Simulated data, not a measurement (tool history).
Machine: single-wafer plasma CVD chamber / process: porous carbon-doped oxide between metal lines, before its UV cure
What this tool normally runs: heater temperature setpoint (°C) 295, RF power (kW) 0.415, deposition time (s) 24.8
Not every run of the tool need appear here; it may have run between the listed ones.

run	hour	heater temperature setpoint (°C)	RF power (kW)	deposition time (s)	read-back reference wafer on the same gauge, thickness_nm	mean film thickness on the monitor wafer (Å)
1	0	295	0.465	24.8	151.842	1355.35
2	12.7	305	0.415	22.3	151.902	1045.49
3	25.5	305	0.415	22.3	152.194	1047.63
4	37.5	305	0.415	22.3	151.858	1036.52
5	47.2	295	0.415	27.7	152.067	1372.35
6	59.1	295	0.415	27.7	151.91	1383.47
7	72	295	0.39	24.8	152.067	1168.34
8	94.5	295	0.39	24.8	151.993	1176.98
9	103.5	295	0.415	24.8	151.871	1234.65
10	117.3	301	0.475	24.8	152.022	1314.89
11	134.4	301	0.475	24.8	151.832	1319.92
12	142.8	301	0.475	24.8	152.005	1317.73
13	150.9	295	0.465	21.1	152.065	1167.25
14	166.2	295	0.415	24.8	151.949	1243.93
15	176.2	295	0.465	24.8	151.947	1351.1
16	210.8	295	0.415	24.8	151.885	1236.53
17	220.9	302	0.355	21.1	151.827	887.59
# hour 235.4: thermocouple changed; heater temperature recalibrated
18	236.5	308	0.465	23.4	151.941	1134.47
# hour 244.7: gauge calibrated
# hour 246.7: RF generator calibrated
19	254.2	295	0.475	28.7	151.895	1628.66
20	296.3	295	0.415	24.8	152.166	1265.08
21	311.1	295	0.415	28	152.109	1429.55
# hour 323.8: showerhead replaced
22	324.3	295	0.415	24.8	151.927	1266.63
23	331.3	295	0.415	24.8	151.857	1264.63
24	346.1	285	0.415	21.6	152.109	1196.91
25	362.6	295	0.415	24.8	151.91	1268.97
26	374.4	295	0.375	24.8	152.019	1171.8
27	382.3	295	0.475	20.8	151.987	1184.08
28	396.4	295	0.455	24.8	151.97	1360.29
29	412.6	295	0.475	20.8	151.951	1193.7
30	423.3	309	0.435	28.7	152.025	1382.94
31	440.9	295	0.395	20.2	152.013	997.69
32	448.5	295	0.415	26.3	151.993	1339.76
33	454.8	295	0.475	20.8	151.975	1190.89
34	469.3	295	0.415	19.9	151.798	1024.18

What the log doesn't show, run by run:
gauge reads high (%): 0 across all the runs
H1: wafer temperature above the value expected at the setpoint (K)
H2: delivered RF power above the setpoint (%)
run	H1	H2
1	-4.74	-7.35
2	-4.82	-7.39
3	-4.89	-7.43
4	-4.97	-7.48
5	-5.03	-7.51
6	-5.1	-7.55
7	-5.18	-7.59
8	-5.32	-7.67
9	-5.37	-7.7
10	-5.46	-7.75
11	-5.56	-7.81
12	-5.61	-7.84
13	-5.66	-7.87
14	-5.76	-7.92
15	-5.82	-7.95
16	-6.03	-8.07
17	-6.09	-8.11
18	0.112	-8.16
19	0.00389	-0.608
20	-0.254	-0.753
21	-0.345	-0.804
22	-0.426	-0.849
23	-0.468	-0.873
24	-0.559	-0.924
25	-0.66	-0.981
26	-0.733	-1.02
27	-0.781	-1.05
28	-0.867	-1.1
29	-0.967	-1.15
30	-1.03	-1.19
31	-1.14	-1.25
32	-1.19	-1.28
33	-1.23	-1.3
34	-1.31	-1.35

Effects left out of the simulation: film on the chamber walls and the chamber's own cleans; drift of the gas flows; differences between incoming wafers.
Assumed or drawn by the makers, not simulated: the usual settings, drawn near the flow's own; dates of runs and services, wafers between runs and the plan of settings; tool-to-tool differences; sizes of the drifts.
